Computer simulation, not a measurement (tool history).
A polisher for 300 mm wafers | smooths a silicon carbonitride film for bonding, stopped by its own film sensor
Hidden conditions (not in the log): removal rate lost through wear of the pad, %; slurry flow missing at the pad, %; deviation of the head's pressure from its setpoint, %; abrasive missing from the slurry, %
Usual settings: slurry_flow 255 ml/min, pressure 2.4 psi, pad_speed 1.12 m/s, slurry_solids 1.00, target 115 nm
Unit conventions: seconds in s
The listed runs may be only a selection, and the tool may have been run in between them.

run,hour,slurry_flow,pressure,pad_speed,slurry_solids,target,wafers since the last listed run,wafers polished on this pad,hours since the slurry nozzle was cleaned,hours since the head pressure was calibrated,hours since the slurry blender was calibrated,"incoming thickness of the incoming film, nm",seconds
1,0.0,255,2.4,1.12,1.00,111,0,668,939.5,364.3,340.1,140.9,89.0
# hour 38.5: slurry nozzle cleaned
2,55.8,255,2.4,1.12,1.00,111,348,1016,17.3,420.1,395.9,142.2,93.7
# hour 95.5: slurry blender recalibrated
3,116.2,255,2.4,1.12,1.15,115,371,1388,77.7,480.5,20.7,137.3,63.4
4,164.4,255,2.4,1.12,1.15,115,306,1695,125.9,528.7,68.9,139.4,71.0
# hour 166.9: head pressure recalibrated
5,207.9,255,2.4,1.12,1.15,115,264,1959,169.4,41.0,112.4,138.2,59.7
6,242.5,255,2.4,0.74,0.80,108,220,2179,204.0,75.6,147.0,138.7,134.9
7,284.2,255,2.4,1.12,1.25,112,265,2444,245.7,117.3,188.7,138.2,69.0
8,344.1,255,2.4,1.12,1.00,115,381,2826,305.6,177.2,248.6,139.0,71.0
# hour 354.6: worn pad replaced by a new one
9,412.3,255,2.4,0.94,1.15,106,408,367,373.8,245.4,316.8,137.1,101.6
10,465.8,205,1.7,1.24,1.00,115,340,707,427.3,298.9,370.3,140.3,102.1
11,499.7,255,3.2,0.92,1.00,108,215,923,461.2,332.8,404.2,139.5,83.6
# hour 535.9: slurry blender recalibrated
12,568.9,255,2.4,1.12,1.00,115,427,1351,530.4,402.0,33.0,137.6,69.3
13,606.2,255,2.4,1.12,1.20,120,237,1588,567.7,439.3,70.3,140.1,57.3
# hour 666.8: head pressure recalibrated
14,675.1,255,2.4,1.12,1.25,115,425,2014,636.6,8.3,139.2,140.8,62.1
15,701.1,255,1.6,1.48,1.00,111,165,2179,662.6,34.3,165.2,138.0,91.1
16,770.1,185,2.4,1.12,0.75,115,439,2618,731.6,103.3,234.2,139.6,87.4
17,798.9,255,2.4,1.12,0.90,115,183,2802,760.4,132.1,263.0,140.7,79.7
# hour 805.2: slurry nozzle cleaned
18,829.7,255,2.4,1.12,1.00,115,189,2991,24.5,162.9,293.8,139.5,72.0
# hour 878.4: worn pad replaced by a new one
# hour 960.2: slurry blender recalibrated
19,1000.1,295,2.2,1.12,1.00,107,1046,761,194.9,333.3,39.9,140.7,110.1
20,1058.1,185,2.4,1.12,0.75,115,369,1130,252.9,391.3,97.9,138.2,89.2
21,1113.6,255,2.4,1.32,1.00,115,353,1484,308.4,446.8,153.4,139.8,68.6
# hour 1164.9: head pressure recalibrated
22,1171.1,255,2.4,1.12,1.00,115,353,1837,365.9,6.2,210.9,139.8,67.0
23,1201.2,255,2.4,1.26,1.00,115,191,2028,396.0,36.3,241.0,141.4,65.0
24,1269.3,205,2.4,1.12,1.00,115,433,2462,464.1,104.4,309.1,143.1,84.1
25,1297.2,255,3.1,1.12,1.00,115,177,2639,492.0,132.3,337.0,140.5,57.6
# hour 1361.7: worn pad replaced by a new one
26,1366.2,255,2.4,1.12,1.10,115,413,28,561.0,201.3,406.0,139.8,68.1
27,1432.3,255,2.4,1.28,1.25,115,420,449,627.1,267.4,472.1,140.0,62.4
28,1469.7,255,2.1,1.12,1.00,115,238,687,664.5,304.8,509.5,139.4,85.6
# hour 1495.6: slurry blender recalibrated
29,1506.3,255,2.0,1.12,1.00,115,220,907,701.1,341.4,10.7,138.4,85.8

5 options for the next run, each taken on its own from the tool as it stands now. Forecast them:
A,1506.7,200,2.4,1.12,1.00,115,2,910,701.5,341.8,11.1,139.5,?
B,1506.7,255,2.8,0.92,1.00,115,2,910,701.5,341.8,11.1,139.5,?
C,1506.7,185,2.4,1.12,1.30,110,2,910,701.5,341.8,11.1,139.5,?
D,1506.7,315,3.2,1.12,0.75,122,2,910,701.5,341.8,11.1,139.5,?
E,1506.7,255,2.8,1.12,1.00,115,2,910,701.5,341.8,11.1,139.5,?

run,seconds
A,77.6
B,75.4
C,83.3
D,47.1
E,64.4
Take away the tool's hidden state, keep each run's random variation, and the runs would have read:
run,seconds
A,67.8
B,65.9
C,72.7
D,41.1
E,56.3
